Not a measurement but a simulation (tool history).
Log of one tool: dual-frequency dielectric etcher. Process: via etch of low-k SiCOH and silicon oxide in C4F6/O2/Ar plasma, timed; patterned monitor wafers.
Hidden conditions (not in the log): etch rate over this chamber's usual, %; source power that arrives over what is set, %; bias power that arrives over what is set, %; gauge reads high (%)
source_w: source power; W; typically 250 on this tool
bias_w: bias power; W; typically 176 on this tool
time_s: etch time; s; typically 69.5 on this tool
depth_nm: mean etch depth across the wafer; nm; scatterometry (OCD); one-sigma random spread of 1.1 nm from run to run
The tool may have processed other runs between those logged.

run,hour,source_w,bias_w,time_s,wafers since the last listed run,hours since the last wet clean,hours since the last source power generator calibration,hours since the last bias power generator calibration,hours since the last upper electrode change,hours since the gauge calibration,"read-back reference wafer on the same gauge, depth_nm",depth_nm
1,0,250,176,69.5,0,213.1,1673.9,4100.8,3190.3,1013.3,144.3,161.8
2,45.2,250,176,69.5,322,258.3,1719.1,4146,3235.5,1058.5,144,165.9
# hour 267.5: wet clean of the chamber
3,308.9,250,176,69.5,1708,41.4,1982.8,4409.7,3499.2,1322.2,144.2,169.4
4,395.3,250,176,69.5,615,127.8,2069.2,4496.1,3585.6,1408.6,143.4,172.5
5,449.8,250,176,69.5,388,182.3,2123.7,4550.6,3640.1,1463.1,144,171.1
# hour 518.8: wet clean of the chamber, repeated, since the last time left the tool worse
6,519.3,250,176,69.5,324,0.5,2193.2,4620.1,3709.6,1532.6,144.1,158.9
7,541.3,250,176,69.5,156,22.5,2215.2,4642.1,3731.6,1554.6,143.5,161.2
# hour 597.3: gauge calibrated
8,639.1,200,153,56,697,120.3,2313,4739.9,3829.4,41.8,144.2,108.5
9,715.7,280,176,76,546,196.9,2389.6,4816.5,3906,118.4,143.9,186.2
# hour 749: source power generator calibrated
# hour 768.7: upper electrode replaced
10,800.1,250,176,69.5,433,281.3,51.1,4900.9,31.4,202.8,144.2,162.6
# hour 853.2: bias power generator calibrated
# hour 897.8: wet clean of the chamber
11,898.3,250,176,58.5,500,0.5,149.3,45.1,129.6,301,144.1,135.5
12,993.9,300,207,86,681,96.1,244.9,140.7,225.2,396.6,144,237
13,1069.2,200,196,58,536,171.4,320.2,216,300.5,471.9,144.3,128
14,1146.8,250,176,69.5,553,249,397.8,293.6,378.1,549.5,144.2,162.5
15,1207.4,230,165,49,432,309.6,458.4,354.2,438.7,610.1,143.9,107.7

Difference, measured minus no-hidden-state, one row per run. Run-to-run variation is common to both terms; the gauge's own scatter need not be:
run,depth_nm
1,+2.5
2,+3
3,+9
4,+10
5,+10.4
6,-0.8
7,-0.6
8,+0.3
9,+1.4
10,+2
11,-0.3
12,+0.9
13,+1.1
14,+2.2
15,+1.8

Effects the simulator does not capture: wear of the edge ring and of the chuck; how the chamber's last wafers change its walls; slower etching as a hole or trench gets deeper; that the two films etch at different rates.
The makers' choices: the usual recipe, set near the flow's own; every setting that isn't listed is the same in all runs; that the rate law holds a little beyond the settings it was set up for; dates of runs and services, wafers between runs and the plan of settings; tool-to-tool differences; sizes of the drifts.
